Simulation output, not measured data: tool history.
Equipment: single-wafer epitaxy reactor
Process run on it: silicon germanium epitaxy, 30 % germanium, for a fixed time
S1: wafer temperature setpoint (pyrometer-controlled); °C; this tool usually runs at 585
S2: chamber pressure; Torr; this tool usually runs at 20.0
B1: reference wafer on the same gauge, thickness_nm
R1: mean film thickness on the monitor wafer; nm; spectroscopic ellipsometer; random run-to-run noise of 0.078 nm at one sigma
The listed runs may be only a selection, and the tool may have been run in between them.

run,day,S1,S2,B1,R1
1,0.000,578,20.0,43.094,37.132
2,0.546,578,20.0,43.111,37.067
3,4.329,578,20.0,43.094,37.118
4,5.088,593,23.5,43.122,49.524
# day 6.379: gauge calibrated
5,6.504,593,23.5,43.141,49.505
6,10.138,593,23.5,43.120,49.335
7,11.242,585,20.0,43.124,41.447
8,11.996,585,23.3,43.076,43.067
9,12.833,585,23.3,43.109,42.880
10,14.025,585,23.3,43.090,42.943
# day 14.975: pyrometer calibrated
# day 15.296: capacitance manometer re-zeroed and calibrated
11,15.508,574,20.0,43.103,37.045
# day 16.238: showerhead replaced
12,16.692,574,20.0,43.117,37.022
13,17.708,591,22.8,43.094,50.709
14,18.804,580,15.9,43.104,38.579
15,20.300,570,15.2,43.098,32.076
16,21.654,585,24.4,43.086,46.660
17,23.017,572,15.5,43.115,33.403
18,24.004,585,20.0,43.112,44.231
# day 24.229: gauge calibrated
19,25.504,594,20.0,43.136,51.216
20,26.125,585,20.0,43.092,44.091
21,27.525,599,20.0,43.059,55.477
22,28.354,580,15.9,43.093,38.336
23,29.558,579,17.5,43.108,38.379
24,30.650,585,20.0,43.080,43.880
25,31.262,581,18.1,43.116,40.132
26,34.883,592,20.0,43.089,49.240

5 options for the next run, each taken on its own from the tool as it stands now. Forecast them:
A,34.900,580,20.0,?,?
B,34.900,573,15.3,?,?
C,34.900,572,20.0,?,?
D,34.900,578,15.8,?,?
E,34.900,585,16.1,?,?

run,B1,R1
A,43.106,40.355
B,43.106,33.576
C,43.106,35.228
D,43.106,36.829
E,43.106,41.606
What these runs would have given with no unlogged condition in the tool:
run,R1
A,41.219
B,34.303
C,35.991
D,37.620
E,42.490
